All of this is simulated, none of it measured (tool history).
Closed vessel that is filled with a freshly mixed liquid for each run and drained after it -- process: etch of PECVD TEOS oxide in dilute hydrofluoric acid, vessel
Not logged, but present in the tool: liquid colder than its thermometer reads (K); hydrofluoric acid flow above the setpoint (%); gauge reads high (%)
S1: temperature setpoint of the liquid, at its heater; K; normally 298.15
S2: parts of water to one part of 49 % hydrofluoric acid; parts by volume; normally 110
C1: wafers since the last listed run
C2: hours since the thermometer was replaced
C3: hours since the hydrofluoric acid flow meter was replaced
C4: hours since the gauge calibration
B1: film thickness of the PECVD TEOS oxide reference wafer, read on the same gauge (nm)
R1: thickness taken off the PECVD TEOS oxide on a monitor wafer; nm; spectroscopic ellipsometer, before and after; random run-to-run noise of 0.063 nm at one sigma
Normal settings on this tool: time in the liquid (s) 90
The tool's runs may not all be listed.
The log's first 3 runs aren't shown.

{"run": 4, "hour": 275.7, "S1": 298.15, "S2": 110, "time in the liquid (s)": 90, "C1": 9371, "C2": 189, "C3": 2379.1, "C4": 93.1, "B1": 40.01, "R1": 8.71}
{"hour": 317.5, "done": "hydrofluoric acid flow meter replaced"}
{"run": 5, "hour": 472.2, "S1": 298.15, "S2": 110, "time in the liquid (s)": 90, "C1": 25803, "C2": 385.5, "C3": 154.7, "C4": 289.6, "B1": 40.01, "R1": 8.61}
{"run": 6, "hour": 524.9, "S1": 298.15, "S2": 110, "time in the liquid (s)": 90, "C1": 6955, "C2": 438.2, "C3": 207.4, "C4": 342.3, "B1": 40, "R1": 8.67}
{"run": 7, "hour": 582.4, "S1": 298.15, "S2": 90, "time in the liquid (s)": 90, "C1": 7589, "C2": 495.7, "C3": 264.9, "C4": 399.8, "B1": 40.03, "R1": 10.69}
{"run": 8, "hour": 607.5, "S1": 298.15, "S2": 90, "time in the liquid (s)": 90, "C1": 3312, "C2": 520.8, "C3": 290, "C4": 424.9, "B1": 40.01, "R1": 10.68}
{"run": 9, "hour": 659.0, "S1": 294.65, "S2": 110, "time in the liquid (s)": 70, "C1": 6797, "C2": 572.3, "C3": 341.5, "C4": 476.4, "B1": 40, "R1": 5.84}
{"run": 10, "hour": 711.9, "S1": 298.15, "S2": 150, "time in the liquid (s)": 90, "C1": 6982, "C2": 625.2, "C3": 394.4, "C4": 529.3, "B1": 40.01, "R1": 6}
{"run": 11, "hour": 747.2, "S1": 297.15, "S2": 110, "time in the liquid (s)": 90, "C1": 4659, "C2": 660.5, "C3": 429.7, "C4": 564.6, "B1": 39.99, "R1": 8.18}
{"run": 12, "hour": 771.4, "S1": 301.15, "S2": 110, "time in the liquid (s)": 90, "C1": 3194, "C2": 684.7, "C3": 453.9, "C4": 588.8, "B1": 40, "R1": 9.43}
{"run": 13, "hour": 806.7, "S1": 294.15, "S2": 135, "time in the liquid (s)": 50, "C1": 4659, "C2": 720, "C3": 489.2, "C4": 624.1, "B1": 39.99, "R1": 3.17}
{"run": 14, "hour": 833.0, "S1": 298.15, "S2": 110, "time in the liquid (s)": 90, "C1": 3471, "C2": 746.3, "C3": 515.5, "C4": 650.4, "B1": 40.01, "R1": 8.45}
{"run": 15, "hour": 884.0, "S1": 295.65, "S2": 85, "time in the liquid (s)": 135, "C1": 6731, "C2": 797.3, "C3": 566.5, "C4": 701.4, "B1": 39.98, "R1": 15.28}
{"run": 16, "hour": 941.2, "S1": 299.65, "S2": 110, "time in the liquid (s)": 70, "C1": 7549, "C2": 854.5, "C3": 623.7, "C4": 758.6, "B1": 39.98, "R1": 6.88}
{"run": 17, "hour": 969.0, "S1": 302.65, "S2": 60, "time in the liquid (s)": 65, "C1": 3669, "C2": 882.3, "C3": 651.5, "C4": 786.4, "B1": 40.01, "R1": 14}
{"run": 18, "hour": 1036.7, "S1": 300.65, "S2": 80, "time in the liquid (s)": 45, "C1": 8935, "C2": 950, "C3": 719.2, "C4": 854.1, "B1": 40, "R1": 6.55}
{"run": 19, "hour": 1105.1, "S1": 298.15, "S2": 110, "time in the liquid (s)": 90, "C1": 9027, "C2": 1018.4, "C3": 787.6, "C4": 922.5, "B1": 39.99, "R1": 8.29}
{"run": 20, "hour": 1168.9, "S1": 298.15, "S2": 145, "time in the liquid (s)": 90, "C1": 8420, "C2": 1082.2, "C3": 851.4, "C4": 986.3, "B1": 40.02, "R1": 6.06}
{"run": 21, "hour": 1205.0, "S1": 295.65, "S2": 110, "time in the liquid (s)": 90, "C1": 4764, "C2": 1118.3, "C3": 887.5, "C4": 1022.4, "B1": 40.04, "R1": 7.37}
{"run": 22, "hour": 1254.8, "S1": 295.15, "S2": 85, "time in the liquid (s)": 70, "C1": 6573, "C2": 1168.1, "C3": 937.3, "C4": 1072.2, "B1": 40.01, "R1": 7.63}
{"run": 23, "hour": 1303.1, "S1": 298.15, "S2": 110, "time in the liquid (s)": 90, "C1": 6375, "C2": 1216.4, "C3": 985.6, "C4": 1120.5, "B1": 40.01, "R1": 8.1}
{"run": 24, "hour": 1358.6, "S1": 294.65, "S2": 125, "time in the liquid (s)": 90, "C1": 7325, "C2": 1271.9, "C3": 1041.1, "C4": 1176, "B1": 40.01, "R1": 6.2}
{"run": 25, "hour": 1406.0, "S1": 298.15, "S2": 160, "time in the liquid (s)": 90, "C1": 6256, "C2": 1319.3, "C3": 1088.5, "C4": 1223.4, "B1": 40, "R1": 5.42}
{"run": 26, "hour": 1477.0, "S1": 296.65, "S2": 110, "time in the liquid (s)": 55, "C1": 9371, "C2": 1390.3, "C3": 1159.5, "C4": 1294.4, "B1": 40.02, "R1": 4.69}

What does the tool deliver on the next run?
{"run": 27, "hour": 1534.5, "S1": 298.15, "S2": 110, "time in the liquid (s)": 90, "C1": 7589, "C2": 1447.8, "C3": 1217, "C4": 1351.9, "B1": "?", "R1": "?"}

B1: 40.04
R1: 8.27 nm
With no hidden state in the tool, this same run would have given R1 8.92 nm.
